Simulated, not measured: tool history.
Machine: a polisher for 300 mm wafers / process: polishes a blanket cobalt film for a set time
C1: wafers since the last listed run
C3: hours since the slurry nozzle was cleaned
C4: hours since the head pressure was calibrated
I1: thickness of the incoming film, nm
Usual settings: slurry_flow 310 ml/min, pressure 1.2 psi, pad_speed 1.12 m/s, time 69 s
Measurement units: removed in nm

run 1 day=0 | slurry_flow=310 pressure=1.2 pad_speed=1.12 time=69 | C1=0 wafers_polished_on_this_pad=1175 C3=723.9 C4=1024.7 | I1=680.5 | removed=196.8
-- day=0.558 worn pad replaced by a new one
run 2 day=0.579 | slurry_flow=310 pressure=1.2 pad_speed=1.12 time=69 | C1=84 wafers_polished_on_this_pad=4 C3=737.8 C4=1038.6 | I1=655.6 | removed=219.4
run 3 day=1.071 | slurry_flow=310 pressure=1 pad_speed=1.12 time=69 | C1=101 wafers_polished_on_this_pad=105 C3=749.6 C4=1050.4 | I1=670.3 | removed=192.3
run 4 day=1.675 | slurry_flow=310 pressure=1 pad_speed=1.12 time=69 | C1=124 wafers_polished_on_this_pad=229 C3=764.1 C4=1064.9 | I1=668.2 | removed=187.3
run 5 day=2.208 | slurry_flow=310 pressure=1.2 pad_speed=1.12 time=69 | C1=109 wafers_polished_on_this_pad=339 C3=776.9 C4=1077.7 | I1=683.1 | removed=206.4
run 6 day=2.658 | slurry_flow=310 pressure=1.2 pad_speed=1.12 time=69 | C1=92 wafers_polished_on_this_pad=431 C3=787.7 C4=1088.5 | I1=673.9 | removed=202.9
run 7 day=3.312 | slurry_flow=310 pressure=1.2 pad_speed=1.12 time=69 | C1=134 wafers_polished_on_this_pad=566 C3=803.4 C4=1104.2 | I1=672.8 | removed=199
run 8 day=4.021 | slurry_flow=310 pressure=1.2 pad_speed=1.12 time=69 | C1=145 wafers_polished_on_this_pad=711 C3=820.4 C4=1121.2 | I1=669.9 | removed=200.1
-- day=4.75 slurry nozzle cleaned
run 9 day=4.771 | slurry_flow=375 pressure=0.9 pad_speed=1.24 time=63 | C1=145 wafers_polished_on_this_pad=857 C3=0.5 C4=1139.2 | I1=671.5 | removed=169.1
run 10 day=5.308 | slurry_flow=310 pressure=1.2 pad_speed=1.38 time=59 | C1=110 wafers_polished_on_this_pad=967 C3=13.4 C4=1152.1 | I1=664.8 | removed=206.9
run 11 day=5.933 | slurry_flow=310 pressure=1.2 pad_speed=0.86 time=69 | C1=128 wafers_polished_on_this_pad=1096 C3=28.4 C4=1167.1 | I1=672 | removed=149.8
-- day=6.521 worn pad replaced by a new one
run 12 day=6.542 | slurry_flow=310 pressure=1.3 pad_speed=1.12 time=69 | C1=90 wafers_polished_on_this_pad=4 C3=43 C4=1181.7 | I1=682.6 | removed=235
run 13 day=6.667 | slurry_flow=310 pressure=1.2 pad_speed=0.8 time=69 | C1=25 wafers_polished_on_this_pad=30 C3=46 C4=1184.7 | I1=666.7 | removed=154.7
-- day=6.762 head pressure recalibrated
run 14 day=7.262 | slurry_flow=260 pressure=1.2 pad_speed=1.12 time=69 | C1=105 wafers_polished_on_this_pad=135 C3=60.3 C4=12 | I1=666.3 | removed=215.7
run 15 day=7.983 | slurry_flow=230 pressure=1.2 pad_speed=1.12 time=69 | C1=148 wafers_polished_on_this_pad=283 C3=77.6 C4=29.3 | I1=671.8 | removed=203.6
run 16 day=8.492 | slurry_flow=310 pressure=1.2 pad_speed=1.12 time=69 | C1=104 wafers_polished_on_this_pad=387 C3=89.8 C4=41.5 | I1=669.1 | removed=206
run 17 day=9.833 | slurry_flow=310 pressure=1.2 pad_speed=1.12 time=69 | C1=275 wafers_polished_on_this_pad=663 C3=122 C4=73.7 | I1=679.8 | removed=200.3

Across each entry between runs, compare the hidden state at the last listed run before it with the hidden state at the first listed run after it:
In the gap between runs 1 and 2: worn pad replaced by a new one (day 0.558)
  removal rate lost through wear of the pad, %: 13.1 -> 1.03
  measured minus no-state result, removed: -29.6 -> -2.3 nm
In the gap between runs 8 and 9: slurry nozzle cleaned (day 4.75)
  removal rate lost through wear of the pad, %: 11 -> 11.7
  measured minus no-state result, removed: -24.7 -> -22.4 nm
In the gap between runs 11 and 12: worn pad replaced by a new one (day 6.521)
  removal rate lost through wear of the pad, %: 12.3 -> 0.613
  measured minus no-state result, removed: -21 -> -1.5 nm
In the gap between runs 13 and 14: head pressure recalibrated (day 6.762)
  removal rate lost through wear of the pad, %: 1.35 -> 4.3
  measured minus no-state result, removed: -2.1 -> -9.7 nm
